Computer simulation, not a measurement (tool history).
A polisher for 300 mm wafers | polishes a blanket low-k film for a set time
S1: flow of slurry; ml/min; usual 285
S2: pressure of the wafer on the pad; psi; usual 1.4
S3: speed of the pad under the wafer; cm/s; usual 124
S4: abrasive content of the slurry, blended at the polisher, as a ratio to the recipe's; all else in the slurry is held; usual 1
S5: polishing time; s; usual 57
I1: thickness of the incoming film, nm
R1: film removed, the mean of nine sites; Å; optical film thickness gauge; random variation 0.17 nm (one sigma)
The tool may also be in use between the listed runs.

run,hour,S1,S2,S3,S4,S5,I1,R1
1,0,285,1.4,124,1,66,731.4,200
# hour 8.1: slurry blender recalibrated
2,88.9,285,1.4,124,1,66,740.2,197
3,141.9,285,1.4,124,1,51,722.4,151
# hour 150.2: slurry nozzle cleaned
# hour 190.4: conditioning disc replaced and pad reconditioned
# hour 206.6: worn pad replaced by a new one
4,207.1,285,1.4,124,1,57,736.4,155
5,305.8,285,1.4,124,1,57,727.5,152
# hour 372.2: slurry nozzle cleaned
# hour 373.5: conditioning disc replaced and pad reconditioned, repeated, since the last time left the tool worse
6,374,285,1.4,124,1,57,724.4,191
# hour 384.4: worn pad replaced by a new one
7,454.4,285,1.4,124,1,57,724.5,187
# hour 478.5: head pressure recalibrated
# hour 544.7: slurry blender recalibrated
8,548.8,285,1.4,108,0.8,71,729.5,176
# hour 557: slurry nozzle cleaned
# hour 575: worn pad replaced by a new one
9,650.4,365,1.4,86,1,57,730.8,138
10,693.2,360,1.4,164,1.2,77,746,325
# hour 748.2: worn pad replaced by a new one
11,765.4,285,1.2,124,1,57,729.8,148
# hour 797.5: slurry nozzle cleaned
12,802.5,285,1.6,124,1.25,57,721.5,221
# hour 853: conditioning disc replaced and pad reconditioned
13,901.4,235,1.4,100,1,57,728.1,156
# hour 918.3: worn pad replaced by a new one
14,990.8,285,1.4,124,1,57,727.3,184

Forecast each of these 3 alternatives for the next run:
A,991.2,285,1.4,124,1,49,738.5,?
B,991.2,375,1,160,0.9,57,738.5,?
C,991.2,285,1.4,90,1.25,57,738.5,?

run,R1
A,157
B,152
C,161
Without the tool's hidden state the same runs would have given:
run,R1
A,163
B,158
C,166
